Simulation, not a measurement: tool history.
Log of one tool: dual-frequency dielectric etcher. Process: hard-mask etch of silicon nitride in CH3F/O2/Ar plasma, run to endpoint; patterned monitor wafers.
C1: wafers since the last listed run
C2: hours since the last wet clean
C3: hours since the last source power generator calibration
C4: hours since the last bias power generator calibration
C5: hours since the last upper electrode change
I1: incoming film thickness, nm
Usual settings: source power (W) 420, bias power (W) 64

run 1 hour=0 | source_power_(W)=420 bias_power_(W)=52 | C1=0 C2=1 C3=1038.4 C4=3178.6 C5=4858.2 | I1=32.01 | endpoint_time_(s)=47.7
run 2 hour=184.3 | source_power_(W)=420 bias_power_(W)=52 | C1=2727 C2=185.3 C3=1222.7 C4=3362.9 C5=5042.5 | I1=31.89 | endpoint_time_(s)=47.4
run 3 hour=269.3 | source_power_(W)=420 bias_power_(W)=52 | C1=1257 C2=270.3 C3=1307.7 C4=3447.9 C5=5127.5 | I1=32.17 | endpoint_time_(s)=47.7
run 4 hour=352.1 | source_power_(W)=420 bias_power_(W)=64 | C1=1225 C2=353.1 C3=1390.5 C4=3530.7 C5=5210.3 | I1=31.96 | endpoint_time_(s)=43.1
run 5 hour=403.2 | source_power_(W)=420 bias_power_(W)=64 | C1=756 C2=404.2 C3=1441.6 C4=3581.8 C5=5261.4 | I1=32.35 | endpoint_time_(s)=43.8
run 6 hour=507.8 | source_power_(W)=420 bias_power_(W)=57 | C1=1547 C2=508.8 C3=1546.2 C4=3686.4 C5=5366 | I1=31.86 | endpoint_time_(s)=45.2
-- hour=535.1 source power generator calibrated
run 7 hour=585.7 | source_power_(W)=420 bias_power_(W)=57 | C1=1093 C2=586.7 C3=50.6 C4=3764.3 C5=5443.9 | I1=32.19 | endpoint_time_(s)=45.4
run 8 hour=657.1 | source_power_(W)=420 bias_power_(W)=57 | C1=1056 C2=658.1 C3=122 C4=3835.7 C5=5515.3 | I1=31.92 | endpoint_time_(s)=45.1
-- hour=713.6 wet clean of the chamber
run 9 hour=750.3 | source_power_(W)=420 bias_power_(W)=64 | C1=1023 C2=36.7 C3=215.2 C4=3928.9 C5=5608.5 | I1=31.62 | endpoint_time_(s)=42.7
run 10 hour=840.1 | source_power_(W)=420 bias_power_(W)=64 | C1=1328 C2=126.5 C3=305 C4=4018.7 C5=5698.3 | I1=32.1 | endpoint_time_(s)=43.3
run 11 hour=890.8 | source_power_(W)=420 bias_power_(W)=64 | C1=750 C2=177.2 C3=355.7 C4=4069.4 C5=5749 | I1=32.29 | endpoint_time_(s)=43.6
run 12 hour=971.2 | source_power_(W)=420 bias_power_(W)=64 | C1=1189 C2=257.6 C3=436.1 C4=4149.8 C5=5829.4 | I1=31.6 | endpoint_time_(s)=42.3
-- hour=1002.4 bias power generator calibrated
run 13 hour=1010.4 | source_power_(W)=420 bias_power_(W)=64 | C1=520 C2=296.8 C3=475.3 C4=8 C5=5868.6 | I1=31.84 | endpoint_time_(s)=44.2
run 14 hour=1078.3 | source_power_(W)=420 bias_power_(W)=64 | C1=1004 C2=364.7 C3=543.2 C4=75.9 C5=5936.5 | I1=31.58 | endpoint_time_(s)=43.5
-- hour=1156.6 upper electrode replaced
run 15 hour=1167.7 | source_power_(W)=480 bias_power_(W)=64 | C1=967 C2=454.1 C3=632.6 C4=165.3 C5=11.1 | I1=32.21 | endpoint_time_(s)=42.9
run 16 hour=1263.3 | source_power_(W)=330 bias_power_(W)=64 | C1=1414 C2=549.7 C3=728.2 C4=260.9 C5=106.7 | I1=31.76 | endpoint_time_(s)=45.6
-- hour=1327 wet clean of the chamber
run 17 hour=1362.8 | source_power_(W)=420 bias_power_(W)=64 | C1=1117 C2=35.8 C3=827.7 C4=360.4 C5=206.2 | I1=32.3 | endpoint_time_(s)=44.2
run 18 hour=1658.8 | source_power_(W)=420 bias_power_(W)=64 | C1=4379 C2=331.8 C3=1123.7 C4=656.4 C5=502.2 | I1=32.36 | endpoint_time_(s)=44.2
run 19 hour=1741.7 | source_power_(W)=520 bias_power_(W)=71 | C1=1226 C2=414.7 C3=1206.6 C4=739.3 C5=585.1 | I1=31.69 | endpoint_time_(s)=39.7
run 20 hour=1780 | source_power_(W)=370 bias_power_(W)=69 | C1=566 C2=453 C3=1244.9 C4=777.6 C5=623.4 | I1=32.03 | endpoint_time_(s)=43.8
run 21 hour=1863.7 | source_power_(W)=380 bias_power_(W)=64 | C1=1238 C2=536.7 C3=1328.6 C4=861.3 C5=707.1 | I1=31.9 | endpoint_time_(s)=44.7
-- hour=1894.2 wet clean of the chamber
run 22 hour=1916.2 | source_power_(W)=340 bias_power_(W)=49 | C1=421 C2=22 C3=1381.1 C4=913.8 C5=759.6 | I1=32.02 | endpoint_time_(s)=51.7
-- hour=1977.1 source power generator calibrated
run 23 hour=1980.5 | source_power_(W)=420 bias_power_(W)=55 | C1=892 C2=86.3 C3=3.4 C4=978.1 C5=823.9 | I1=32.27 | endpoint_time_(s)=47
run 24 hour=2029.7 | source_power_(W)=340 bias_power_(W)=57 | C1=727 C2=135.5 C3=52.6 C4=1027.3 C5=873.1 | I1=32.19 | endpoint_time_(s)=48.4
run 25 hour=2100.5 | source_power_(W)=420 bias_power_(W)=57 | C1=1047 C2=206.3 C3=123.4 C4=1098.1 C5=943.9 | I1=31.67 | endpoint_time_(s)=45.1
run 26 hour=2189.5 | source_power_(W)=420 bias_power_(W)=57 | C1=1316 C2=295.3 C3=212.4 C4=1187.1 C5=1032.9 | I1=31.84 | endpoint_time_(s)=45.6
run 27 hour=2249.6 | source_power_(W)=510 bias_power_(W)=64 | C1=889 C2=355.4 C3=272.5 C4=1247.2 C5=1093 | I1=32.31 | endpoint_time_(s)=42.4
run 28 hour=2297.6 | source_power_(W)=420 bias_power_(W)=50 | C1=710 C2=403.4 C3=320.5 C4=1295.2 C5=1141 | I1=32.2 | endpoint_time_(s)=49
run 29 hour=2358 | source_power_(W)=350 bias_power_(W)=64 | C1=893 C2=463.8 C3=380.9 C4=1355.6 C5=1201.4 | I1=31.99 | endpoint_time_(s)=45.4
run 30 hour=2434.1 | source_power_(W)=420 bias_power_(W)=64 | C1=1126 C2=539.9 C3=457 C4=1431.7 C5=1277.5 | I1=31.68 | endpoint_time_(s)=43.3
run 31 hour=2483.6 | source_power_(W)=420 bias_power_(W)=64 | C1=732 C2=589.4 C3=506.5 C4=1481.2 C5=1327 | I1=32.07 | endpoint_time_(s)=43.9
run 32 hour=2565.3 | source_power_(W)=370 bias_power_(W)=68 | C1=1208 C2=671.1 C3=588.2 C4=1562.9 C5=1408.7 | I1=31.86 | endpoint_time_(s)=43.5
-- hour=2615 wet clean of the chamber
run 33 hour=2615.5 | source_power_(W)=480 bias_power_(W)=77 | C1=387 C2=0.5 C3=638.4 C4=1613.1 C5=1458.9 | I1=32.37 | endpoint_time_(s)=40
run 34 hour=2681.6 | source_power_(W)=370 bias_power_(W)=71 | C1=978 C2=66.6 C3=704.5 C4=1679.2 C5=1525 | I1=32.07 | endpoint_time_(s)=43.1
run 35 hour=2761.9 | source_power_(W)=420 bias_power_(W)=64 | C1=1188 C2=146.9 C3=784.8 C4=1759.5 C5=1605.3 | I1=31.87 | endpoint_time_(s)=43.6

Forecast each of these 4 alternatives for the next run:
run A hour=2762.3 | source_power_(W)=420 bias_power_(W)=64 | C1=5 C2=147.3 C3=785.2 C4=1759.9 C5=1605.7 | I1=31.97 | endpoint_time_(s)=?
run B hour=2762.3 | source_power_(W)=320 bias_power_(W)=70 | C1=5 C2=147.3 C3=785.2 C4=1759.9 C5=1605.7 | I1=31.97 | endpoint_time_(s)=?
run C hour=2762.3 | source_power_(W)=330 bias_power_(W)=52 | C1=5 C2=147.3 C3=785.2 C4=1759.9 C5=1605.7 | I1=31.97 | endpoint_time_(s)=?
run D hour=2762.3 | source_power_(W)=420 bias_power_(W)=72 | C1=5 C2=147.3 C3=785.2 C4=1759.9 C5=1605.7 | I1=31.97 | endpoint_time_(s)=?

run=A endpoint_time_(s)=44
run=B endpoint_time_(s)=44.7
run=C endpoint_time_(s)=50.6
run=D endpoint_time_(s)=41.8
Without the tool's hidden state the same runs would have given:
run=A endpoint_time_(s)=44.4
run=B endpoint_time_(s)=45.1
run=C endpoint_time_(s)=51
run=D endpoint_time_(s)=42.2
